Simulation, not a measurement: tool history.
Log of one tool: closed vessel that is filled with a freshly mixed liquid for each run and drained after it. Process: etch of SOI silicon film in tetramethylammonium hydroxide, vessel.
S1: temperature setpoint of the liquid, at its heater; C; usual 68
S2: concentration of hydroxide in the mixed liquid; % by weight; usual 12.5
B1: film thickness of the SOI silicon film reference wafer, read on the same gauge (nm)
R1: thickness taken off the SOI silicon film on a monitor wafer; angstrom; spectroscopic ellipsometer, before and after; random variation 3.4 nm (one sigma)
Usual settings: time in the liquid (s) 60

Run 1, hour 0: usual settings; B1 70.02. Result: R1 3543.6 angstrom.
Run 2, hour 57.6: usual settings; B1 70.01. Result: R1 3543.5 angstrom.
Run 3, hour 87.1: usual settings; B1 70.02. Result: R1 3516.1 angstrom.
Run 4, hour 142.7: usual settings; B1 70. Result: R1 3574.6 angstrom.
Run 5, hour 169: usual settings but S1 72 C, time in the liquid (s) 30; B1 70. Result: R1 2231.3 angstrom.
Run 6, hour 199.6: usual settings; B1 69.95. Result: R1 3519.2 angstrom.
Run 7, hour 264.5: usual settings; B1 69.99. Result: R1 3535.5 angstrom.
Run 8, hour 300.9: usual settings but S2 11.5 % by weight; B1 69.98. Result: R1 3540.6 angstrom.
Run 9, hour 343.5: usual settings but S2 11.5 % by weight; B1 70.02. Result: R1 3531.7 angstrom.
Run 10, hour 492.7: usual settings but S1 65.5 C; B1 70.02. Result: R1 2937.7 angstrom.
Run 11, hour 558.3: usual settings; B1 69.99. Result: R1 3506.8 angstrom.
Run 12, hour 587.4: usual settings; B1 70.04. Result: R1 3435.3 angstrom.
Run 13, hour 625.4: usual settings; B1 69.97. Result: R1 3436.2 angstrom.
Run 14, hour 660.9: usual settings; B1 69.98. Result: R1 3345.9 angstrom.
Run 15, hour 730.3: usual settings but S2 14.5 % by weight; B1 70.01. Result: R1 3150 angstrom.
Run 16, hour 779.5: usual settings but S1 72 C, S2 14 % by weight, time in the liquid (s) 90; B1 70. Result: R1 5977.3 angstrom.
Run 17, hour 825.7: usual settings; B1 70. Result: R1 3310.7 angstrom.
At hour 849.9: gauge calibrated.
Run 18, hour 884.2: usual settings but S1 70 C, S2 15 % by weight; B1 70.04. Result: R1 3442.5 angstrom.
Run 19, hour 913.5: usual settings; B1 70. Result: R1 3369.1 angstrom.
Run 20, hour 982.8: usual settings but S1 73 C, S2 13.5 % by weight, time in the liquid (s) 45; B1 69.99. Result: R1 3238.3 angstrom.
Run 21, hour 1020.4: usual settings but S1 63 C, S2 15.5 % by weight, time in the liquid (s) 45; B1 70. Result: R1 1675.5 angstrom.
Run 22, hour 1063.5: usual settings but S1 63.5 C, S2 8.5 % by weight, time in the liquid (s) 30; B1 69.99. Result: R1 1440.3 angstrom.
Run 23, hour 1135.1: usual settings but S1 64 C; B1 70.02. Result: R1 2568.5 angstrom.
At hour 1163.9: thermometer replaced.
Run 24, hour 1204.4: usual settings but S1 62 C; B1 69.99. Result: R1 2486.9 angstrom.
Run 25, hour 1359.2: usual settings but S1 74 C, S2 9.5 % by weight, time in the liquid (s) 80; B1 69.99. Result: R1 7484.5 angstrom.
At hour 1409.4: hydroxide flow meter replaced.
Run 26, hour 1415.3: usual settings but S2 9 % by weight; B1 69.98. Result: R1 4069.1 angstrom.
Run 27, hour 1440.2: usual settings; B1 69.95. Result: R1 3556.5 angstrom.
Run 28, hour 1479.9: usual settings; B1 70.01. Result: R1 3522.4 angstrom.
Run 29, hour 1532.4: usual settings but S1 74 C, S2 10.5 % by weight; B1 70.02. Result: R1 5291.8 angstrom.
Run 30, hour 1708.2: usual settings but S1 71.5 C, S2 9.5 % by weight, time in the liquid (s) 30; B1 70.03. Result: R1 2405.4 angstrom.
Run 31, hour 1751.1: usual settings but S1 75.5 C; B1 70.02. Result: R1 5378.6 angstrom.
Run 32, hour 1787.6: usual settings but S1 60 C, time in the liquid (s) 75; B1 70.02. Result: R1 2657.6 angstrom.
Run 33, hour 1813.1: usual settings but S2 9.5 % by weight, time in the liquid (s) 80; B1 70.05. Result: R1 5018.6 angstrom.

What the log doesn't show, run by run:
hydroxide flow above the setpoint (%): 0 in every run
gauge reads high (%): 0 in every run
H1: liquid colder than its thermometer reads (K)
run     H1
  1   0.24
  2  0.312
  3  0.349
  4  0.418
  5   0.45
  6  0.488
  7  0.569
  8  0.614
  9  0.667
 10  0.852
 11  0.934
 12   0.97
 13   1.02
 14   1.06
 15   1.15
 16   1.21
 17   1.27
 18   1.34
 19   1.37
 20   1.46
 21   1.51
 22   1.56
 23   1.65
 24  0.144
 25  0.336
 26  0.406
 27  0.437
 28  0.486
 29  0.551
 30  0.769
 31  0.823
 32  0.868
 33    0.9

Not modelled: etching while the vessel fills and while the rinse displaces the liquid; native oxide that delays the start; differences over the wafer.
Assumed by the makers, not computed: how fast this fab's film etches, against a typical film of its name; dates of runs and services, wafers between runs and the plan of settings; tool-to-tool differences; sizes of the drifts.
